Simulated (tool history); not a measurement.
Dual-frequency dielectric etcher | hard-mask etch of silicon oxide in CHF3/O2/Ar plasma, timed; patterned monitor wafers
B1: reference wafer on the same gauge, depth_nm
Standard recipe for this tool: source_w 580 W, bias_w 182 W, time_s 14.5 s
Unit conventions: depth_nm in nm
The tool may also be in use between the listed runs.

{"run": 1, "hour": 0.0, "source_w": 580, "bias_w": 182, "time_s": 14.5, "B1": 28.57, "depth_nm": 27.18}
{"run": 2, "hour": 62.3, "source_w": 520, "bias_w": 182, "time_s": 14.5, "B1": 28.6, "depth_nm": 26.45}
{"run": 3, "hour": 90.5, "source_w": 520, "bias_w": 182, "time_s": 14.5, "B1": 28.61, "depth_nm": 26.55}
{"run": 4, "hour": 138.9, "source_w": 520, "bias_w": 182, "time_s": 14.5, "B1": 28.6, "depth_nm": 26.84}
{"hour": 150.7, "done": "source power generator calibrated"}
{"hour": 178.1, "done": "wet clean of the chamber"}
{"run": 5, "hour": 188.4, "source_w": 580, "bias_w": 182, "time_s": 14.5, "B1": 28.59, "depth_nm": 26.35}
{"run": 6, "hour": 259.3, "source_w": 580, "bias_w": 182, "time_s": 14.5, "B1": 28.63, "depth_nm": 26.79}
{"run": 7, "hour": 306.8, "source_w": 580, "bias_w": 182, "time_s": 14.5, "B1": 28.6, "depth_nm": 26.77}
{"run": 8, "hour": 371.0, "source_w": 580, "bias_w": 168, "time_s": 14.5, "B1": 28.63, "depth_nm": 26.36}
{"run": 9, "hour": 409.9, "source_w": 580, "bias_w": 182, "time_s": 14.5, "B1": 28.56, "depth_nm": 26.96}
{"run": 10, "hour": 535.3, "source_w": 580, "bias_w": 196, "time_s": 15.5, "B1": 28.61, "depth_nm": 29.7}
{"hour": 586.5, "done": "wet clean of the chamber"}
{"run": 11, "hour": 587.0, "source_w": 650, "bias_w": 195, "time_s": 16.5, "B1": 28.59, "depth_nm": 31.89}
{"run": 12, "hour": 626.0, "source_w": 450, "bias_w": 182, "time_s": 14.5, "B1": 28.59, "depth_nm": 24.47}
{"run": 13, "hour": 662.0, "source_w": 690, "bias_w": 182, "time_s": 11, "B1": 28.56, "depth_nm": 21.17}
{"run": 14, "hour": 730.7, "source_w": 710, "bias_w": 195, "time_s": 10.5, "B1": 28.57, "depth_nm": 20.94}
{"hour": 772.0, "done": "gauge calibrated"}
{"run": 15, "hour": 797.6, "source_w": 650, "bias_w": 182, "time_s": 14.5, "B1": 28.59, "depth_nm": 27.66}

What will run 16 give?
{"run": 16, "hour": 840.3, "source_w": 580, "bias_w": 182, "time_s": 14.5, "B1": "?", "depth_nm": "?"}

B1: 28.56
depth_nm: 26.81 nm
With no hidden state in the tool, this same run would have given depth_nm 26.44 nm.
